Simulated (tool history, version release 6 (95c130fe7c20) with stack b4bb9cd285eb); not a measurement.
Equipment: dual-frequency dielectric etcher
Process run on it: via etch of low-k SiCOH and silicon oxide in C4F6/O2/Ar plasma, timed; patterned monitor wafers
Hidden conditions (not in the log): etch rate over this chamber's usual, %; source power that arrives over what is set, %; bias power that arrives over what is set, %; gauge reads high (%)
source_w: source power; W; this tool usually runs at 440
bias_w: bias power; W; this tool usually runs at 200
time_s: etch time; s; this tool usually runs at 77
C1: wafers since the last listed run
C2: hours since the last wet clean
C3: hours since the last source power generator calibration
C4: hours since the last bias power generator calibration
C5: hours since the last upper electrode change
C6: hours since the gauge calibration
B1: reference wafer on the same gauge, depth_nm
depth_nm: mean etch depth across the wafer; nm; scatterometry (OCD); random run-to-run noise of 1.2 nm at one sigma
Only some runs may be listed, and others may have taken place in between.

Run 1, hour 0: usual settings but bias_w 190 W; C1 0; C2 155.5; C3 4340.8; C4 4680.9; C5 2975.7; C6 849.2; B1 219. Result: depth_nm 215.6 nm.
Run 2, hour 33.1: usual settings but source_w 520 W; C1 271; C2 188.6; C3 4373.9; C4 4714; C5 3008.8; C6 882.3; B1 218.9. Result: depth_nm 235.5 nm.
Run 3, hour 67: usual settings but source_w 520 W; C1 277; C2 222.5; C3 4407.8; C4 4747.9; C5 3042.7; C6 916.2; B1 219. Result: depth_nm 237.7 nm.
At hour 89.2: source power generator calibrated.
Run 4, hour 89.5: usual settings but source_w 520 W; C1 151; C2 245; C3 0.3; C4 4770.4; C5 3065.2; C6 938.7; B1 219.1. Result: depth_nm 235.9 nm.
Run 5, hour 105.7: usual settings; C1 132; C2 261.2; C3 16.5; C4 4786.6; C5 3081.4; C6 954.9; B1 218.9. Result: depth_nm 219.4 nm.
Run 6, hour 139.8: usual settings; C1 279; C2 295.3; C3 50.6; C4 4820.7; C5 3115.5; C6 989; B1 218.9. Result: depth_nm 218.5 nm.
Run 7, hour 153.9: usual settings; C1 115; C2 309.4; C3 64.7; C4 4834.8; C5 3129.6; C6 1003.1; B1 219.2. Result: depth_nm 220.1 nm.
Run 8, hour 185: usual settings but source_w 520 W, bias_w 187 W, time_s 94.5 s; C1 254; C2 340.5; C3 95.8; C4 4865.9; C5 3160.7; C6 1034.2; B1 218.8. Result: depth_nm 287.8 nm.
At hour 198.4: gauge calibrated.
At hour 215.9: bias power generator calibrated.
Run 9, hour 219.8: usual settings but source_w 500 W, bias_w 182 W, time_s 62 s; C1 252; C2 375.3; C3 130.6; C4 3.9; C5 3195.5; C6 21.4; B1 218.9. Result: depth_nm 185.6 nm.
Run 10, hour 239.2: usual settings; C1 158; C2 394.7; C3 150; C4 23.3; C5 3214.9; C6 40.8; B1 218.8. Result: depth_nm 221.9 nm.
Run 11, hour 316.9: usual settings but source_w 380 W, bias_w 158 W; C1 636; C2 472.4; C3 227.7; C4 101; C5 3292.6; C6 118.5; B1 218.9. Result: depth_nm 199.8 nm.
At hour 360.5: wet clean of the chamber.
Run 12, hour 361: usual settings but time_s 95 s; C1 164; C2 0.5; C3 271.8; C4 145.1; C5 3336.7; C6 162.6; B1 219.1. Result: depth_nm 266.8 nm.
Run 13, hour 419.5: usual settings but source_w 350 W, time_s 69.5 s; C1 479; C2 59; C3 330.3; C4 203.6; C5 3395.2; C6 221.1; B1 219.2. Result: depth_nm 172.9 nm.
Run 14, hour 449.3: usual settings but source_w 550 W; C1 244; C2 88.8; C3 360.1; C4 233.4; C5 3425; C6 250.9; B1 219. Result: depth_nm 236.2 nm.
Run 15, hour 462.5: usual settings but source_w 350 W, bias_w 247 W; C1 108; C2 102; C3 373.3; C4 246.6; C5 3438.2; C6 264.1; B1 219. Result: depth_nm 199.6 nm.
At hour 493.3: upper electrode replaced.
Run 16, hour 493.8: usual settings but bias_w 217 W, time_s 54.5 s; C1 59; C2 133.3; C3 404.6; C4 277.9; C5 0.5; C6 295.4; B1 219. Result: depth_nm 155 nm.
Run 17, hour 522.1: usual settings but source_w 360 W, bias_w 176 W; C1 231; C2 161.6; C3 432.9; C4 306.2; C5 28.8; C6 323.7; B1 219.1. Result: depth_nm 192.9 nm.
Run 18, hour 535.1: usual settings but time_s 94.5 s; C1 106; C2 174.6; C3 445.9; C4 319.2; C5 41.8; C6 336.7; B1 219.1. Result: depth_nm 266 nm.
Run 19, hour 570.7: usual settings but time_s 84.5 s; C1 291; C2 210.2; C3 481.5; C4 354.8; C5 77.4; C6 372.3; B1 218.9. Result: depth_nm 237.8 nm.
Run 20, hour 606: usual settings but bias_w 228 W; C1 289; C2 245.5; C3 516.8; C4 390.1; C5 112.7; C6 407.6; B1 219.1. Result: depth_nm 223 nm.
Run 21, hour 619.4: usual settings but source_w 520 W, time_s 63.5 s; C1 109; C2 258.9; C3 530.2; C4 403.5; C5 126.1; C6 421; B1 218.9. Result: depth_nm 195.3 nm.
Run 22, hour 652: usual settings but bias_w 183 W; C1 267; C2 291.5; C3 562.8; C4 436.1; C5 158.7; C6 453.6; B1 219.2. Result: depth_nm 214.5 nm.

Run 23, settings as shown, results not yet in. Your forecast:
Run 23, hour 669.9: usual settings; C1 146; C2 309.4; C3 580.7; C4 454; C5 176.6; C6 471.5; B1 ?. Result: depth_nm ?.

{"run 23": {"B1": 219, "depth_nm": 220.7}}
Take away the tool's hidden state, keep the run-to-run variation as it was, and the same run would have given depth_nm 216.9 nm.
